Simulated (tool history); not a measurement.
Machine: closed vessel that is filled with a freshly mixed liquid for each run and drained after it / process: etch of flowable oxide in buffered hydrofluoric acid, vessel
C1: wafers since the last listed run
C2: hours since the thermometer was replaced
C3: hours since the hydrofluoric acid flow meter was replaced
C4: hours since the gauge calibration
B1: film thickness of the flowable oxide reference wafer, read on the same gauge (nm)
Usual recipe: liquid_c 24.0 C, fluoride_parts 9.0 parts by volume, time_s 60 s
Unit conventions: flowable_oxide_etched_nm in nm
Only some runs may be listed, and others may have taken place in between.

run 1 day=0.000 | liquid_c=24.0 fluoride_parts=9.0 time_s=60 | C1=0 C2=128.9 C3=1649.9 C4=2113.7 | B1=140.01 | flowable_oxide_etched_nm=228.99
run 2 day=1.421 | liquid_c=24.0 fluoride_parts=9.0 time_s=60 | C1=3698 C2=163.0 C3=1684.0 C4=2147.8 | B1=139.98 | flowable_oxide_etched_nm=229.15
run 3 day=3.571 | liquid_c=24.0 fluoride_parts=9.0 time_s=60 | C1=5596 C2=214.6 C3=1735.6 C4=2199.4 | B1=140.01 | flowable_oxide_etched_nm=227.85
run 4 day=4.983 | liquid_c=24.0 fluoride_parts=9.0 time_s=60 | C1=3676 C2=248.5 C3=1769.5 C4=2233.3 | B1=140.00 | flowable_oxide_etched_nm=228.12
-- day=6.558 gauge calibrated
run 5 day=7.308 | liquid_c=24.0 fluoride_parts=9.0 time_s=60 | C1=6051 C2=304.3 C3=1825.3 C4=18.0 | B1=140.01 | flowable_oxide_etched_nm=229.03
run 6 day=8.933 | liquid_c=24.0 fluoride_parts=9.0 time_s=60 | C1=4229 C2=343.3 C3=1864.3 C4=57.0 | B1=140.01 | flowable_oxide_etched_nm=227.71
run 7 day=10.933 | liquid_c=24.0 fluoride_parts=9.0 time_s=60 | C1=5205 C2=391.3 C3=1912.3 C4=105.0 | B1=140.00 | flowable_oxide_etched_nm=227.52
run 8 day=13.617 | liquid_c=24.0 fluoride_parts=9.0 time_s=60 | C1=6984 C2=455.7 C3=1976.7 C4=169.4 | B1=139.99 | flowable_oxide_etched_nm=228.00
run 9 day=16.492 | liquid_c=19.5 fluoride_parts=9.0 time_s=80 | C1=7483 C2=524.7 C3=2045.7 C4=238.4 | B1=140.01 | flowable_oxide_etched_nm=235.60
-- day=22.250 thermometer replaced
run 10 day=24.646 | liquid_c=27.0 fluoride_parts=9.0 time_s=85 | C1=21116 C2=57.5 C3=2241.4 C4=434.1 | B1=140.01 | flowable_oxide_etched_nm=383.20
run 11 day=27.183 | liquid_c=20.0 fluoride_parts=6.5 time_s=30 | C1=6604 C2=118.4 C3=2302.3 C4=495.0 | B1=139.98 | flowable_oxide_etched_nm=129.30
run 12 day=28.779 | liquid_c=27.5 fluoride_parts=9.0 time_s=60 | C1=4153 C2=156.7 C3=2340.6 C4=533.3 | B1=139.98 | flowable_oxide_etched_nm=276.90
run 13 day=30.771 | liquid_c=24.0 fluoride_parts=9.0 time_s=60 | C1=5184 C2=204.5 C3=2388.4 C4=581.1 | B1=139.99 | flowable_oxide_etched_nm=229.61
-- day=31.529 hydrofluoric acid flow meter replaced
run 14 day=32.783 | liquid_c=24.0 fluoride_parts=9.0 time_s=60 | C1=5129 C2=252.8 C3=30.1 C4=629.4 | B1=140.00 | flowable_oxide_etched_nm=229.42
run 15 day=34.267 | liquid_c=24.0 fluoride_parts=11.0 time_s=90 | C1=3861 C2=288.4 C3=65.7 C4=665.0 | B1=140.00 | flowable_oxide_etched_nm=292.82
run 16 day=37.146 | liquid_c=24.0 fluoride_parts=9.0 time_s=60 | C1=7494 C2=357.5 C3=134.8 C4=734.1 | B1=140.00 | flowable_oxide_etched_nm=227.80
run 17 day=39.421 | liquid_c=28.0 fluoride_parts=7.0 time_s=85 | C1=5921 C2=412.1 C3=189.4 C4=788.7 | B1=140.01 | flowable_oxide_etched_nm=524.29
run 18 day=41.533 | liquid_c=24.0 fluoride_parts=9.0 time_s=60 | C1=5498 C2=462.8 C3=240.1 C4=839.4 | B1=139.99 | flowable_oxide_etched_nm=228.74
run 19 day=42.829 | liquid_c=24.0 fluoride_parts=12.0 time_s=80 | C1=3372 C2=493.9 C3=271.2 C4=870.5 | B1=140.01 | flowable_oxide_etched_nm=237.91
-- day=43.704 thermometer replaced
run 20 day=44.992 | liquid_c=24.0 fluoride_parts=9.0 time_s=60 | C1=5520 C2=30.9 C3=323.1 C4=922.4 | B1=140.00 | flowable_oxide_etched_nm=230.25
run 21 day=47.754 | liquid_c=22.5 fluoride_parts=12.0 time_s=90 | C1=7190 C2=97.2 C3=389.4 C4=988.7 | B1=140.00 | flowable_oxide_etched_nm=250.18
run 22 day=50.371 | liquid_c=24.0 fluoride_parts=9.0 time_s=45 | C1=6810 C2=160.0 C3=452.2 C4=1051.5 | B1=139.98 | flowable_oxide_etched_nm=171.18
run 23 day=52.933 | liquid_c=20.5 fluoride_parts=5.5 time_s=60 | C1=6669 C2=221.5 C3=513.7 C4=1113.0 | B1=140.02 | flowable_oxide_etched_nm=305.10
run 24 day=55.125 | liquid_c=24.0 fluoride_parts=6.5 time_s=90 | C1=5704 C2=274.1 C3=566.3 C4=1165.6 | B1=140.00 | flowable_oxide_etched_nm=480.55
run 25 day=56.983 | liquid_c=24.0 fluoride_parts=6.0 time_s=60 | C1=4837 C2=318.7 C3=610.9 C4=1210.2 | B1=140.01 | flowable_oxide_etched_nm=344.11
run 26 day=59.325 | liquid_c=24.0 fluoride_parts=9.0 time_s=60 | C1=6095 C2=374.9 C3=667.1 C4=1266.4 | B1=140.00 | flowable_oxide_etched_nm=228.31
run 27 day=61.154 | liquid_c=22.0 fluoride_parts=9.0 time_s=60 | C1=4761 C2=418.8 C3=711.0 C4=1310.3 | B1=139.98 | flowable_oxide_etched_nm=203.31
run 28 day=62.462 | liquid_c=24.0 fluoride_parts=9.0 time_s=60 | C1=3405 C2=450.2 C3=742.4 C4=1341.7 | B1=139.99 | flowable_oxide_etched_nm=228.88
-- day=64.388 thermometer replaced
run 29 day=64.992 | liquid_c=26.0 fluoride_parts=9.0 time_s=60 | C1=6474 C2=14.5 C3=803.1 C4=1402.4 | B1=139.99 | flowable_oxide_etched_nm=257.37
run 30 day=66.879 | liquid_c=24.0 fluoride_parts=9.0 time_s=60 | C1=4913 C2=59.8 C3=848.4 C4=1447.7 | B1=140.00 | flowable_oxide_etched_nm=230.63
run 31 day=68.954 | liquid_c=28.5 fluoride_parts=7.0 time_s=70 | C1=5401 C2=109.6 C3=898.2 C4=1497.5 | B1=140.02 | flowable_oxide_etched_nm=447.46
run 32 day=71.050 | liquid_c=24.0 fluoride_parts=9.0 time_s=60 | C1=5455 C2=159.9 C3=948.5 C4=1547.8 | B1=140.00 | flowable_oxide_etched_nm=230.86
run 33 day=72.133 | liquid_c=24.0 fluoride_parts=9.0 time_s=60 | C1=2819 C2=185.9 C3=974.5 C4=1573.8 | B1=140.00 | flowable_oxide_etched_nm=230.45

What if the next run were any one of these 4? Each begins from the tool's condition after run 33:
run A day=72.162 | liquid_c=24.0 fluoride_parts=9.0 time_s=60 | C1=75 C2=186.6 C3=975.2 C4=1574.5 | B1=? | flowable_oxide_etched_nm=?
run B day=72.162 | liquid_c=20.5 fluoride_parts=6.5 time_s=75 | C1=75 C2=186.6 C3=975.2 C4=1574.5 | B1=? | flowable_oxide_etched_nm=?
run C day=72.162 | liquid_c=24.0 fluoride_parts=9.0 time_s=90 | C1=75 C2=186.6 C3=975.2 C4=1574.5 | B1=? | flowable_oxide_etched_nm=?
run D day=72.162 | liquid_c=21.0 fluoride_parts=7.0 time_s=35 | C1=75 C2=186.6 C3=975.2 C4=1574.5 | B1=? | flowable_oxide_etched_nm=?

run=A B1=139.99 flowable_oxide_etched_nm=230.02
run=B B1=139.99 flowable_oxide_etched_nm=331.87
run=C B1=139.99 flowable_oxide_etched_nm=345.03
run=D B1=139.99 flowable_oxide_etched_nm=149.32
What these runs would have given with no unlogged condition in the tool:
run=A flowable_oxide_etched_nm=231.53
run=B flowable_oxide_etched_nm=334.10
run=C flowable_oxide_etched_nm=347.30
run=D flowable_oxide_etched_nm=150.32

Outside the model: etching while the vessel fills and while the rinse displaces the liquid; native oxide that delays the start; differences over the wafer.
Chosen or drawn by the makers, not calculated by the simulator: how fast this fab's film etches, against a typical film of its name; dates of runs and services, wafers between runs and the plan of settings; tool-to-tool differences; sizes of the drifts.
